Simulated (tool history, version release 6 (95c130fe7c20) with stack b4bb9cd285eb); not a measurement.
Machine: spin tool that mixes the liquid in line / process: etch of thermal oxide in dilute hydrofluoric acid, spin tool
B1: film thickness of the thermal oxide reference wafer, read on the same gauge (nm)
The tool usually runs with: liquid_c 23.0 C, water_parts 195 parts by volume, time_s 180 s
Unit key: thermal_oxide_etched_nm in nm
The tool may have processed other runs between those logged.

Run 1, hour 0.0: usual settings but liquid_c 21.5 C; B1 114.465. Result: thermal_oxide_etched_nm 3.604 nm.
At hour 77.2: thermometer replaced.
Run 2, hour 93.0: usual settings but liquid_c 21.5 C; B1 114.718. Result: thermal_oxide_etched_nm 3.635 nm.
Run 3, hour 176.3: usual settings but liquid_c 19.5 C, time_s 265 s; B1 114.885. Result: thermal_oxide_etched_nm 4.888 nm.
Run 4, hour 240.3: usual settings but liquid_c 19.5 C, time_s 265 s; B1 114.942. Result: thermal_oxide_etched_nm 4.949 nm.
Run 5, hour 344.4: usual settings but liquid_c 19.5 C, time_s 265 s; B1 115.116. Result: thermal_oxide_etched_nm 4.971 nm.
Run 6, hour 449.6: usual settings but liquid_c 25.0 C; B1 115.292. Result: thermal_oxide_etched_nm 4.129 nm.
Run 7, hour 490.8: usual settings but liquid_c 25.0 C; B1 115.342. Result: thermal_oxide_etched_nm 4.112 nm.
Run 8, hour 581.7: usual settings but liquid_c 25.0 C; B1 115.435. Result: thermal_oxide_etched_nm 4.175 nm.
Run 9, hour 677.2: usual settings; B1 115.555. Result: thermal_oxide_etched_nm 3.818 nm.
At hour 784.3: thermometer replaced.
Run 10, hour 953.8: usual settings; B1 115.768. Result: thermal_oxide_etched_nm 3.866 nm.
Run 11, hour 1028.1: usual settings; B1 115.859. Result: thermal_oxide_etched_nm 3.884 nm.
Run 12, hour 1112.9: usual settings but liquid_c 20.5 C, water_parts 120 parts by volume, time_s 145 s; B1 115.898. Result: thermal_oxide_etched_nm 4.979 nm.
Run 13, hour 1166.3: usual settings but liquid_c 25.0 C, time_s 235 s; B1 115.901. Result: thermal_oxide_etched_nm 5.523 nm.
At hour 1169.5: gauge calibrated.
Run 14, hour 1248.4: usual settings; B1 110.950. Result: thermal_oxide_etched_nm 3.714 nm.
Run 15, hour 1343.9: usual settings but liquid_c 19.5 C, time_s 150 s; B1 111.666. Result: thermal_oxide_etched_nm 2.694 nm.
At hour 1365.1: hydrofluoric acid flow meter replaced.
Run 16, hour 1441.3: usual settings but liquid_c 24.5 C; B1 112.316. Result: thermal_oxide_etched_nm 3.950 nm.
At hour 1448.3: thermometer replaced.
Run 17, hour 1534.3: usual settings but liquid_c 26.0 C, water_parts 235 parts by volume, time_s 70 s; B1 112.849. Result: thermal_oxide_etched_nm 1.293 nm.
Run 18, hour 1613.4: usual settings; B1 113.185. Result: thermal_oxide_etched_nm 3.804 nm.
Run 19, hour 1674.1: usual settings but water_parts 115 parts by volume, time_s 95 s; B1 113.509. Result: thermal_oxide_etched_nm 3.704 nm.
Run 20, hour 1716.0: usual settings but liquid_c 21.5 C; B1 113.670. Result: thermal_oxide_etched_nm 3.552 nm.
Run 21, hour 1786.4: usual settings but water_parts 105 parts by volume; B1 113.950. Result: thermal_oxide_etched_nm 7.877 nm.
Run 22, hour 1884.9: usual settings but liquid_c 18.5 C, water_parts 270 parts by volume; B1 114.295. Result: thermal_oxide_etched_nm 2.166 nm.

A few steps of thermal_oxide_etched_nm between consecutive runs. Split each: what settings, incoming material and random variation would produce without the hidden state, and what is left over for the hidden state, along with gauge scatter present in only one of the two compared results (measured, and without hidden state):
Hidden state at play: liquid hotter than its thermometer reads (K); hydrofluoric acid flow above the setpoint (%); gauge reads high (%).
Run 13 -> 14: liquid_c 25.0 -> 23.0, time_s 235 -> 180, gauge calibrated. thermal_oxide_etched_nm -1.809 nm: hidden state -0.248, all else -1.561.
Run 20 -> 21: liquid_c 21.5 -> 23.0, water_parts 195 -> 105. thermal_oxide_etched_nm +4.325 nm: hidden state +0.158, all else +4.167.
Run 21 -> 22: liquid_c 23.0 -> 18.5, water_parts 105 -> 270. thermal_oxide_etched_nm -5.711 nm: hidden state -0.191, all else -5.520.
